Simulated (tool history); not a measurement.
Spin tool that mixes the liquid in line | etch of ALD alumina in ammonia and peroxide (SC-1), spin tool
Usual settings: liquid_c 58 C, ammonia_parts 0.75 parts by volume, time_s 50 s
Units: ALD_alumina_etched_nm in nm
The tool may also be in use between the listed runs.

run    hour  liquid_c  ammonia_parts  time_s  wafers since the last listed run  hours since the thermometer was replaced  hours since the ammonia flow meter was replaced  hours since the heated supply line was repaired  hours since the drum of ammonia solution was connected  hours since the gauge calibration  read-back film thickness of the ALD alumina reference wafer, read on the same gauge (nm)  ALD_alumina_etched_nm
  1       0        58           0.75      50                                 0                                     361.6                                            976.4                                             2933                                                   291.3                             1357.6                                                                                    100.01                   5.49
  2    52.6        58           0.75      50                               599                                     414.2                                             1029                                           2985.6                                                   343.9                             1410.2                                                                                    100.03                    5.5
  3     136        58            0.9      50                               950                                     497.6                                           1112.4                                             3069                                                   427.3                             1493.6                                                                                    100.02                   5.56
  4   224.1        58           0.75      50                              1003                                     585.7                                           1200.5                                           3157.1                                                   515.4                             1581.7                                                                                       100                   5.49
  5   315.1        58           0.75      80                              1036                                     676.7                                           1291.5                                           3248.1                                                   606.4                             1672.7                                                                                    100.01                    8.8
      339.9  -- new drum of ammonia solution connected
  6   380.6        52           0.75      25                               734                                     742.2                                             1357                                           3313.6                                                    40.7                             1738.2                                                                                     99.98                   1.99
      389.2  -- heated supply line repaired
  7   428.2      65.5           0.75      40                               530                                     789.8                                           1404.6                                               39                                                    88.3                             1785.8                                                                                     99.95                   6.23
  8   519.1      66.5           0.75      50                              1035                                     880.7                                           1495.5                                            129.9                                                   179.2                             1876.7                                                                                       100                   8.18
      564.3  -- ammonia flow meter replaced
  9   573.7        58           0.75      50                               610                                     935.3                                              9.4                                            184.5                                                   233.8                             1931.3                                                                                     99.96                   5.35
 10   619.2        58           0.75      50                               518                                     980.8                                             54.9                                              230                                                   279.3                             1976.8                                                                                    100.02                   5.31
 11   706.7      51.5           0.45      65                               997                                    1068.3                                            142.4                                            317.5                                                   366.8                             2064.3                                                                                       100                   4.63
 12   792.9        58           1.05      40                               982                                    1154.5                                            228.6                                            403.7                                                     453                             2150.5                                                                                     99.96                   4.39
      846.8  -- new drum of ammonia solution connected
 13   848.1        58           0.75      50                               617                                    1209.7                                            283.8                                            458.9                                                     1.3                             2205.7                                                                                    100.01                   5.32
 14   905.3        66           0.65      35                               651                                    1266.9                                              341                                            516.1                                                    58.5                             2262.9                                                                                     99.99                    5.5
 15   943.4      53.5           1.05      70                               434                                      1305                                            379.1                                            554.2                                                    96.6                               2301                                                                                     99.97                   6.02
      983.4  -- gauge calibrated
 16  1012.4        58           0.75      50                               786                                      1374                                            448.1                                            623.2                                                   165.6                                 29                                                                                    100.01                   5.25
     1029.1  -- heated supply line repaired, repeated, since the last time left the tool worse
 17  1096.1        58            0.5      40                               942                                    1457.7                                            531.8                                               67                                                   249.3                              112.7                                                                                    100.05                   4.44
 18  1206.2        58           0.75      50                              1254                                    1567.8                                            641.9                                            177.1                                                   359.4                              222.8                                                                                     99.99                   5.75
 19  1313.3        58            0.5      50                              1220                                    1674.9                                              749                                            284.2                                                   466.5                              329.9                                                                                    100.02                   5.52
     1353.5  -- new drum of ammonia solution connected
 20  1420.5        58           0.75      50                              1210                                    1782.1                                            856.2                                            391.4                                                      67                              437.1                                                                                     99.98                   5.74
 21  1509.9        58           0.75      50                              1018                                    1871.5                                            945.6                                            480.8                                                   156.4                              526.5                                                                                     99.98                   5.81
 22  1560.9        64           0.65      65                               581                                    1922.5                                            996.6                                            531.8                                                   207.4                              577.5                                                                                     99.99                  10.04
 23  1610.9        58           0.75      50                               569                                    1972.5                                           1046.6                                            581.8                                                   257.4                              627.5                                                                                    100.02                   5.76
 24  1680.1        66           1.05      75                               788                                    2041.7                                           1115.8                                              651                                                   326.6                              696.7                                                                                    100.01                  13.41

Measured less the same run without the tool's hidden state. The same run-to-run variation is in both; the gauge's scatter may not be:
The hidden state here: liquid hotter than its thermometer reads (K); ammonia flow above the setpoint (%); temperature lost on the way to the wafer (K); ammonia solution weaker than its label (%); gauge reads high (%).
run  ALD_alumina_etched_nm
  1                  -0.28
  2                  -0.28
  3                  -0.29
  4                   -0.3
  5                  -0.49
  6                  -0.12
  7                  -0.53
  8                  -0.71
  9                  -0.49
 10                   -0.5
 11                  -0.46
 12                  -0.42
 13                  -0.52
 14                  -0.51
 15                  -0.61
 16                  -0.53
 17                  -0.01
 18                  -0.02
 19                  -0.03
 20                  -0.04
 21                  -0.05
 22                  -0.08
 23                  -0.05
 24                  -0.14

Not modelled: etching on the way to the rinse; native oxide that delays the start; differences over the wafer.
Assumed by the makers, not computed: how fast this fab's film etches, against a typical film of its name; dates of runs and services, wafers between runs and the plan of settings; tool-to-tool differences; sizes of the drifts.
